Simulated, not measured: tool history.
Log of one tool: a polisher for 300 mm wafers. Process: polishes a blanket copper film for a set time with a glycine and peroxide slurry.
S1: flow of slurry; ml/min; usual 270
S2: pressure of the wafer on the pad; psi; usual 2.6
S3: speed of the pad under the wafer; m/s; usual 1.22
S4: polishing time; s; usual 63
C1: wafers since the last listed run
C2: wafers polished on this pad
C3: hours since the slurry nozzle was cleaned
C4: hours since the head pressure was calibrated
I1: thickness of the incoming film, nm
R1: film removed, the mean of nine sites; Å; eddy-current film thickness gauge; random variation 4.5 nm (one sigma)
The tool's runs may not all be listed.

run    hour   S1   S2    S3  S4    C1    C2     C3     C4      I1    R1
  1     0.0  270  2.6  1.22  75     0  3840   12.4  146.7  2098.5  3665
  2    70.0  270  2.6  1.22  63   990  4831   82.4  216.7  2117.4  3041
      128.5  -- worn pad replaced by a new one
  3   129.0  270  2.6  1.22  63   778     7  141.4  275.7  2124.4  3267
  4   170.7  270  2.6  1.22  63   590   597  183.1  317.4  2114.2  3233
      324.4  -- head pressure recalibrated
  5   344.6  270  2.6  1.22  63  2433  3030  357.0   20.2  2128.2  3110
  6   371.5  270  2.6  1.22  63   380  3411  383.9   47.1  2056.0  3121
  7   397.4  340  2.6  1.22  63   366  3778  409.8   73.0  2097.8  3184
  8   426.1  340  2.6  1.22  63   406  4184  438.5  101.7  2106.6  3086
      463.5  -- slurry nozzle cleaned
  9   484.2  340  2.6  1.22  63   808  4992   20.7  159.8  2075.7  3080
 10   540.0  270  2.6  0.92  63   789  5782   76.5  215.6  2093.2  2290
 11   574.2  270  2.6  0.92  63   484  6266  110.7  249.8  2112.0  2286
      591.8  -- worn pad replaced by a new one
 12   640.4  270  2.6  1.22  63   880   688  176.9  316.0  2065.2  3138
 13   678.9  270  2.6  1.22  63   544  1233  215.4  354.5  2066.8  3162
 14   724.4  270  2.6  1.22  51   644  1877  260.9  400.0  2136.2  2567
 15   773.4  270  2.6  1.22  51   693  2570  309.9  449.0  2110.2  2484
 16   827.1  270  2.6  1.22  63   760  3330  363.6  502.7  2112.8  3130
      860.1  -- head pressure recalibrated
 17   872.4  270  2.6  1.22  79   612  3943  408.9   12.3  2102.3  3839
 18   910.1  180  3.2  1.08  45   533  4477  446.6   50.0  2100.5  2113
      925.3  -- slurry nozzle cleaned
 19  1006.5  270  2.6  1.22  63  1350  5827   81.2  146.4  2095.3  2866

Run 20 comes next. What will it give?
     1021.0  -- worn pad replaced by a new one
 20  1056.0  270  2.6  1.22  63  644  494  130.7  195.9  2091.4   ?

R1: 3256 Å
Without the tool's hidden state the same run would have given R1 3291 Å.

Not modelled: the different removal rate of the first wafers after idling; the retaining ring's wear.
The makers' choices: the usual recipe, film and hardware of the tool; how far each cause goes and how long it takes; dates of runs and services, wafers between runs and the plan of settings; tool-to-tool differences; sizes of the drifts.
